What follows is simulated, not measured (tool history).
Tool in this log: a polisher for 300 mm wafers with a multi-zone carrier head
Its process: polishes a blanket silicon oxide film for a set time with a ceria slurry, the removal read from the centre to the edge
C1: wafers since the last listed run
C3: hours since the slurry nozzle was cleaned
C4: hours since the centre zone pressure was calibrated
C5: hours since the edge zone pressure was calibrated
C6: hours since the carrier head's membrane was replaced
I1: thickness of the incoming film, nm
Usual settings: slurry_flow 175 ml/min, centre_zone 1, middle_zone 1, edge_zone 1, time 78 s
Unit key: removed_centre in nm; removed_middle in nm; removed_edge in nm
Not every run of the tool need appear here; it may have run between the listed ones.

Run 1, day 0: usual settings; C1 0; wafers polished on this pad 647; C3 168.6; C4 674.5; C5 591.4; C6 398.5; I1 1507.6. Result: removed_centre 272.6 nm, removed_middle 265.1 nm, removed_edge 276.1 nm.
Run 2, day 2.433: usual settings; C1 477; wafers polished on this pad 1125; C3 227; C4 732.9; C5 649.8; C6 456.9; I1 1521.9. Result: removed_centre 265.2 nm, removed_middle 258.8 nm, removed_edge 269.6 nm.
Run 3, day 4.679: usual settings; C1 441; wafers polished on this pad 1566; C3 280.9; C4 786.8; C5 703.7; C6 510.8; I1 1537.2. Result: removed_centre 265.4 nm, removed_middle 254.1 nm, removed_edge 268.9 nm.
At day 6.238: worn pad replaced by a new one.
At day 7.096: carrier head's membrane replaced by a new one.
Run 4, day 7.529: usual settings but middle_zone 0.96; C1 486; wafers polished on this pad 212; C3 349.3; C4 855.2; C5 772.1; C6 10.4; I1 1480. Result: removed_centre 279 nm, removed_middle 268 nm, removed_edge 286.7 nm.
Run 5, day 10.025: usual settings; C1 490; wafers polished on this pad 702; C3 409.2; C4 915.1; C5 832; C6 70.3; I1 1508.2. Result: removed_centre 272.1 nm, removed_middle 259.8 nm, removed_edge 280.4 nm.
At day 13.55: slurry nozzle cleaned.
Run 6, day 14.258: usual settings but edge_zone 0.91; C1 823; wafers polished on this pad 1525; C3 17; C4 1016.7; C5 933.6; C6 171.9; I1 1486.6. Result: removed_centre 264.5 nm, removed_middle 256.4 nm, removed_edge 259.9 nm.
At day 15.421: worn pad replaced by a new one, of another model than before.
Run 7, day 17.154: usual settings; C1 535; wafers polished on this pad 340; C3 86.5; C4 1086.2; C5 1003.1; C6 241.4; I1 1521.6. Result: removed_centre 285.3 nm, removed_middle 270.8 nm, removed_edge 284 nm.
At day 18.196: edge zone pressure recalibrated.
Run 8, day 20.833: usual settings; C1 706; wafers polished on this pad 1046; C3 174.8; C4 1174.5; C5 63.3; C6 329.7; I1 1489.3. Result: removed_centre 268.1 nm, removed_middle 257.5 nm, removed_edge 271.4 nm.
At day 22.775: centre zone pressure recalibrated.
Run 9, day 24.112: usual settings but slurry_flow 150 ml/min, centre_zone 0.89, edge_zone 0.93, time 59 s; C1 627; wafers polished on this pad 1673; C3 253.5; C4 32.1; C5 142; C6 408.4; I1 1516.5. Result: removed_centre 180.1 nm, removed_middle 187.4 nm, removed_edge 195.7 nm.
At day 24.642: worn pad replaced by a new one.
Run 10, day 26.925: usual settings but slurry_flow 120 ml/min, centre_zone 0.9, edge_zone 1.07, time 93 s; C1 519; wafers polished on this pad 448; C3 321; C4 99.6; C5 209.5; C6 475.9; I1 1510.1. Result: removed_centre 288.2 nm, removed_middle 311 nm, removed_edge 339.3 nm.
Run 11, day 30.946: usual settings but centre_zone 0.93, edge_zone 0.9; C1 789; wafers polished on this pad 1238; C3 417.5; C4 196.1; C5 306; C6 572.4; I1 1522.2. Result: removed_centre 253.3 nm, removed_middle 263.1 nm, removed_edge 257.3 nm.
At day 32.004: carrier head's membrane replaced by a new one.
At day 33.454: worn pad replaced by a new one.
Run 12, day 34.212: usual settings but middle_zone 1.09, edge_zone 0.93; C1 567; wafers polished on this pad 148; C3 495.9; C4 274.5; C5 384.4; C6 53; I1 1495.4. Result: removed_centre 291.9 nm, removed_middle 300.9 nm, removed_edge 287.4 nm.
At day 36.579: slurry nozzle cleaned.
Run 13, day 38.067: usual settings; C1 748; wafers polished on this pad 897; C3 35.7; C4 367; C5 476.9; C6 145.5; I1 1515.1. Result: removed_centre 269.7 nm, removed_middle 263.8 nm, removed_edge 273.3 nm.
Run 14, day 40.479: usual settings but slurry_flow 145 ml/min, centre_zone 0.92, middle_zone 1.11, time 95 s; C1 473; wafers polished on this pad 1371; C3 93.6; C4 424.9; C5 534.8; C6 203.4; I1 1535.2. Result: removed_centre 298.4 nm, removed_middle 333.9 nm, removed_edge 319.9 nm.
Run 15, day 43.192: usual settings but centre_zone 0.91; C1 532; wafers polished on this pad 1904; C3 158.7; C4 490; C5 599.9; C6 268.5; I1 1516.6. Result: removed_centre 243 nm, removed_middle 256.5 nm, removed_edge 270.8 nm.
At day 44.1: worn pad replaced by a new one.
Run 16, day 45.479: usual settings but middle_zone 1.09; C1 416; wafers polished on this pad 270; C3 213.6; C4 544.9; C5 654.8; C6 323.4; I1 1517.6. Result: removed_centre 278.9 nm, removed_middle 298.5 nm, removed_edge 281.4 nm.
Run 17, day 49.442: usual settings but centre_zone 1.09, middle_zone 0.95, edge_zone 0.94; C1 778; wafers polished on this pad 1048; C3 308.7; C4 640; C5 749.9; C6 418.5; I1 1505.2. Result: removed_centre 283.8 nm, removed_middle 248.6 nm, removed_edge 260.6 nm.

Each row is a separate what-if for the run after 17, all from the same tool condition, not one after another. Results?
Run A, day 49.458: usual settings but time 91 s; C1 3; wafers polished on this pad 1052; C3 309.1; C4 640.4; C5 750.3; C6 418.9; I1 1512.3. Result: removed_centre ?, removed_middle ?, removed_edge ?.
Run B, day 49.458: usual settings but middle_zone 1.12, time 61 s; C1 3; wafers polished on this pad 1052; C3 309.1; C4 640.4; C5 750.3; C6 418.9; I1 1512.3. Result: removed_centre ?, removed_middle ?, removed_edge ?.
Run C, day 49.458: usual settings but slurry_flow 225 ml/min, centre_zone 0.88, edge_zone 1.08; C1 3; wafers polished on this pad 1052; C3 309.1; C4 640.4; C5 750.3; C6 418.9; I1 1512.3. Result: removed_centre ?, removed_middle ?, removed_edge ?.
Run D, day 49.458: usual settings but slurry_flow 200 ml/min, centre_zone 1.04; C1 3; wafers polished on this pad 1052; C3 309.1; C4 640.4; C5 750.3; C6 418.9; I1 1512.3. Result: removed_centre ?, removed_middle ?, removed_edge ?.

run  removed_centre  removed_middle  removed_edge
  A           312.4           302.2         314.7
  B           209.6           223.1         210.6
  C           251.9           266.9         284.9
  D           280.8           263.2         272.9
Had the tool no hidden state, the same runs would have come out as:
run  removed_centre  removed_middle  removed_edge
  A           348.5           337.2         351.1
  B           233.8           248.9           235
  C             281           297.7         317.8
  D           313.2           293.6         304.5
